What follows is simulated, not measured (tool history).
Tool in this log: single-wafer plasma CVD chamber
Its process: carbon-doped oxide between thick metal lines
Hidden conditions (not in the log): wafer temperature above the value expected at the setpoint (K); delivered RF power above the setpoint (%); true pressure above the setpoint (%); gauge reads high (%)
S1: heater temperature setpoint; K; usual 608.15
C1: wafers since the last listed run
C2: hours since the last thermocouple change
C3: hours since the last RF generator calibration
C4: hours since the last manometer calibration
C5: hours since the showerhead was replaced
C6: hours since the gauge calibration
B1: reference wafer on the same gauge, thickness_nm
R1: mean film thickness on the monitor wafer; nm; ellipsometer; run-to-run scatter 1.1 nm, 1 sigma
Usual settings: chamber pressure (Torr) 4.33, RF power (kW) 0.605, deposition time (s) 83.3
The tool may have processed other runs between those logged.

Run 1, hour 0.0: usual settings but S1 618.15 K; C1 0; C2 894.7; C3 2135.5; C4 1208.4; C5 3485.8; C6 215.1; B1 541.098. Result: R1 532.975 nm.
Run 2, hour 12.6: usual settings but S1 618.15 K; C1 153; C2 907.3; C3 2148.1; C4 1221.0; C5 3498.4; C6 227.7; B1 540.988. Result: R1 532.280 nm.
Run 3, hour 43.4: usual settings but S1 618.15 K; C1 376; C2 938.1; C3 2178.9; C4 1251.8; C5 3529.2; C6 258.5; B1 541.611. Result: R1 533.732 nm.
Run 4, hour 82.6: usual settings; C1 478; C2 977.3; C3 2218.1; C4 1291.0; C5 3568.4; C6 297.7; B1 541.041. Result: R1 552.363 nm.
Run 5, hour 118.5: usual settings; C1 438; C2 1013.2; C3 2254.0; C4 1326.9; C5 3604.3; C6 333.6; B1 541.103. Result: R1 552.140 nm.
Run 6, hour 139.4: usual settings; C1 255; C2 1034.1; C3 2274.9; C4 1347.8; C5 3625.2; C6 354.5; B1 541.136. Result: R1 553.096 nm.
At hour 148.5: gauge calibrated.
At hour 149.2: capacitance manometer re-zeroed and calibrated.
At hour 155.3: thermocouple changed; heater temperature recalibrated.
Run 7, hour 168.1: usual settings but RF power (kW) 0.555; C1 177; C2 12.8; C3 2303.6; C4 18.9; C5 3653.9; C6 19.6; B1 541.091. Result: R1 514.596 nm.
At hour 215.8: showerhead replaced.
Run 8, hour 216.3: usual settings; C1 490; C2 61.0; C3 2351.8; C4 67.1; C5 0.5; C6 67.8; B1 541.255. Result: R1 544.335 nm.
Run 9, hour 238.9: usual settings but S1 601.15 K; C1 275; C2 83.6; C3 2374.4; C4 89.7; C5 23.1; C6 90.4; B1 541.274. Result: R1 558.711 nm.
At hour 247.5: RF generator calibrated.
Run 10, hour 268.0: usual settings but chamber pressure (Torr) 5.25, RF power (kW) 0.695; C1 257; C2 112.7; C3 20.5; C4 118.8; C5 52.2; C6 119.5; B1 541.487. Result: R1 619.645 nm.
Run 11, hour 303.5: usual settings but S1 618.15 K, RF power (kW) 0.710, deposition time (s) 89.8; C1 433; C2 148.2; C3 56.0; C4 154.3; C5 87.7; C6 155.0; B1 541.001. Result: R1 630.357 nm.
Run 12, hour 324.8: usual settings but RF power (kW) 0.650, deposition time (s) 70.7; C1 260; C2 169.5; C3 77.3; C4 175.6; C5 109.0; C6 176.3; B1 540.565. Result: R1 485.574 nm.
Run 13, hour 350.8: usual settings but S1 598.15 K; C1 317; C2 195.5; C3 103.3; C4 201.6; C5 135.0; C6 202.3; B1 540.878. Result: R1 567.546 nm.

Run 14 is up next; what results do you expect?
Run 14, hour 374.2: usual settings but RF power (kW) 0.495, deposition time (s) 99.5; C1 285; C2 218.9; C3 126.7; C4 225.0; C5 158.4; C6 225.7; B1 ?. Result: R1 ?.

B1: 540.992
R1: 569.382 nm
Had the tool carried no hidden state, the very same run would have given R1 566.783 nm.
